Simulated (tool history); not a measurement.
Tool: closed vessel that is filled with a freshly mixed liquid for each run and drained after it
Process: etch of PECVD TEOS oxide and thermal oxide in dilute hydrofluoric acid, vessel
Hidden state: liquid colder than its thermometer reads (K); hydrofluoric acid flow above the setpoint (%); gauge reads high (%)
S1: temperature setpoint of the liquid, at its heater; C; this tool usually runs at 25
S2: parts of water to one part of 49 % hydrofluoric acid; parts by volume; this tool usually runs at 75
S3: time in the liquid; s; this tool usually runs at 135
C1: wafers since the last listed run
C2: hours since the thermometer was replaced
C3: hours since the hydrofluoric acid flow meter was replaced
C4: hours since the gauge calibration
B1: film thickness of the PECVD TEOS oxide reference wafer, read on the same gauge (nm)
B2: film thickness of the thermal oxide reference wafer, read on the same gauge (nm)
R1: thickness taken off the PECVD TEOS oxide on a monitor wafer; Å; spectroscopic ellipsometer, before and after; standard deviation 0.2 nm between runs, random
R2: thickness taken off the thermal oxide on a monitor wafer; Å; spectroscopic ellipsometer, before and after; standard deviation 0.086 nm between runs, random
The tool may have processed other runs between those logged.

{"run": 1, "day": 0.0, "S1": 21, "S2": 75, "S3": 135, "C1": 0, "C2": 1974.6, "C3": 2239.6, "C4": 18.1, "B1": 99.98, "B2": 70, "R1": 288.1, "R2": 82.1}
{"run": 2, "day": 1.046, "S1": 21, "S2": 75, "S3": 135, "C1": 2061, "C2": 1999.7, "C3": 2264.7, "C4": 43.2, "B1": 99.98, "B2": 70, "R1": 291.8, "R2": 81.9}
{"run": 3, "day": 1.658, "S1": 21, "S2": 75, "S3": 135, "C1": 1207, "C2": 2014.4, "C3": 2279.4, "C4": 57.9, "B1": 100.02, "B2": 69.99, "R1": 290.8, "R2": 81.5}
{"run": 4, "day": 2.588, "S1": 25, "S2": 75, "S3": 135, "C1": 1831, "C2": 2036.7, "C3": 2301.7, "C4": 80.2, "B1": 100.01, "B2": 70.03, "R1": 347.2, "R2": 96.1}
{"run": 5, "day": 3.642, "S1": 25, "S2": 75, "S3": 135, "C1": 2078, "C2": 2062, "C3": 2327, "C4": 105.5, "B1": 99.99, "B2": 69.98, "R1": 341.6, "R2": 98.4}
{"run": 6, "day": 4.717, "S1": 25, "S2": 75, "S3": 135, "C1": 2119, "C2": 2087.8, "C3": 2352.8, "C4": 131.3, "B1": 100.02, "B2": 70.01, "R1": 343.8, "R2": 95.6}
{"run": 7, "day": 5.9, "S1": 25, "S2": 75, "S3": 135, "C1": 2332, "C2": 2116.2, "C3": 2381.2, "C4": 159.7, "B1": 100.01, "B2": 70.02, "R1": 341.8, "R2": 98.5}
{"run": 8, "day": 7.275, "S1": 25, "S2": 75, "S3": 135, "C1": 2710, "C2": 2149.2, "C3": 2414.2, "C4": 192.7, "B1": 100, "B2": 69.99, "R1": 342.4, "R2": 97.6}
{"run": 9, "day": 8.246, "S1": 25, "S2": 75, "S3": 135, "C1": 1913, "C2": 2172.5, "C3": 2437.5, "C4": 216, "B1": 99.99, "B2": 70.02, "R1": 342.7, "R2": 99.7}
{"run": 10, "day": 9.292, "S1": 25, "S2": 75, "S3": 135, "C1": 2061, "C2": 2197.6, "C3": 2462.6, "C4": 241.1, "B1": 99.98, "B2": 70.01, "R1": 344.3, "R2": 97.4}
{"run": 11, "day": 10.071, "S1": 25, "S2": 75, "S3": 135, "C1": 1535, "C2": 2216.3, "C3": 2481.3, "C4": 259.8, "B1": 99.97, "B2": 70.04, "R1": 344.5, "R2": 95.8}
{"day": 10.971, "done": "hydrofluoric acid flow meter replaced"}
{"run": 12, "day": 11.412, "S1": 25, "S2": 75, "S3": 160, "C1": 2562, "C2": 2248.5, "C3": 10.6, "C4": 292, "B1": 99.98, "B2": 69.98, "R1": 353.8, "R2": 101.2}
{"run": 13, "day": 12.317, "S1": 25, "S2": 75, "S3": 160, "C1": 1782, "C2": 2270.2, "C3": 32.3, "C4": 313.7, "B1": 100.04, "B2": 69.99, "R1": 352, "R2": 102}
{"run": 14, "day": 12.829, "S1": 25, "S2": 75, "S3": 135, "C1": 1010, "C2": 2282.5, "C3": 44.6, "C4": 326, "B1": 100.02, "B2": 70.02, "R1": 299, "R2": 85.2}
{"run": 15, "day": 13.562, "S1": 29, "S2": 45, "S3": 170, "C1": 1445, "C2": 2300.1, "C3": 62.2, "C4": 343.6, "B1": 100.05, "B2": 70, "R1": 763.4, "R2": 217.8}
{"run": 16, "day": 14.296, "S1": 21.5, "S2": 75, "S3": 135, "C1": 1445, "C2": 2317.7, "C3": 79.8, "C4": 361.2, "B1": 99.99, "B2": 70.01, "R1": 257.2, "R2": 73.7}
{"run": 17, "day": 15.346, "S1": 25, "S2": 75, "S3": 135, "C1": 2069, "C2": 2342.9, "C3": 105, "C4": 386.4, "B1": 100, "B2": 70, "R1": 299.8, "R2": 85.7}
{"run": 18, "day": 16.467, "S1": 27, "S2": 55, "S3": 70, "C1": 2209, "C2": 2369.8, "C3": 131.9, "C4": 413.3, "B1": 100.03, "B2": 69.99, "R1": 237.3, "R2": 66.5}
{"day": 18.429, "done": "gauge calibrated"}
{"run": 19, "day": 20.438, "S1": 25, "S2": 75, "S3": 135, "C1": 7827, "C2": 2465.1, "C3": 227.2, "C4": 48.2, "B1": 99.94, "B2": 70.01, "R1": 302.7, "R2": 85.1}
{"day": 21.779, "done": "thermometer replaced"}
{"run": 20, "day": 21.9, "S1": 21, "S2": 105, "S3": 195, "C1": 2800, "C2": 2.9, "C3": 262.3, "C4": 83.3, "B1": 100.01, "B2": 70.03, "R1": 279, "R2": 79.4}
{"run": 21, "day": 23.075, "S1": 25, "S2": 45, "S3": 65, "C1": 2316, "C2": 31.1, "C3": 290.5, "C4": 111.5, "B1": 100, "B2": 69.99, "R1": 275.5, "R2": 77.4}
{"run": 22, "day": 23.742, "S1": 29, "S2": 75, "S3": 135, "C1": 1314, "C2": 47.1, "C3": 306.5, "C4": 127.5, "B1": 100.01, "B2": 69.99, "R1": 384.7, "R2": 110.1}
{"run": 23, "day": 25.012, "S1": 27.5, "S2": 65, "S3": 135, "C1": 2505, "C2": 77.6, "C3": 337, "C4": 158, "B1": 100.02, "B2": 69.99, "R1": 425.8, "R2": 120.9}
{"run": 24, "day": 26.2, "S1": 25, "S2": 55, "S3": 165, "C1": 2340, "C2": 106.1, "C3": 365.5, "C4": 186.5, "B1": 99.98, "B2": 70.02, "R1": 570.1, "R2": 160}
{"run": 25, "day": 27.088, "S1": 25, "S2": 75, "S3": 100, "C1": 1749, "C2": 127.4, "C3": 386.8, "C4": 207.8, "B1": 100.02, "B2": 70.04, "R1": 241.4, "R2": 69.9}
{"run": 26, "day": 28.188, "S1": 28, "S2": 75, "S3": 205, "C1": 2168, "C2": 153.8, "C3": 413.2, "C4": 234.2, "B1": 100.02, "B2": 69.98, "R1": 565.4, "R2": 164.6}

What differs in the tool's unlogged condition from the final listed run ahead of each entry between runs to the first listed run following it?
Between runs 11 and 12: hydrofluoric acid flow meter replaced (day 10.971)
  liquid colder than its thermometer reads (K): 2.52 -> 2.56; hydrofluoric acid flow above the setpoint (%): 13.8 -> 0.642
  what was measured, less what the result would be without the hidden state, R1: +13.1 -> -35.9 Å; R2: +3.7 -> -10.3 Å
Between runs 18 and 19: gauge calibrated (day 18.429)
  liquid colder than its thermometer reads (K): 2.69 -> 2.79; hydrofluoric acid flow above the setpoint (%): 1.29 -> 1.81
  what was measured, less what the result would be without the hidden state, R1: -23.7 -> -29.6 Å; R2: -6.6 -> -8.3 Å
Between runs 19 and 20: thermometer replaced (day 21.779)
  liquid colder than its thermometer reads (K): 2.79 -> 0.526; hydrofluoric acid flow above the setpoint (%): 1.81 -> 2
  what was measured, less what the result would be without the hidden state, R1: -29.6 -> +0.1 Å; R2: -8.3 -> +0 Å

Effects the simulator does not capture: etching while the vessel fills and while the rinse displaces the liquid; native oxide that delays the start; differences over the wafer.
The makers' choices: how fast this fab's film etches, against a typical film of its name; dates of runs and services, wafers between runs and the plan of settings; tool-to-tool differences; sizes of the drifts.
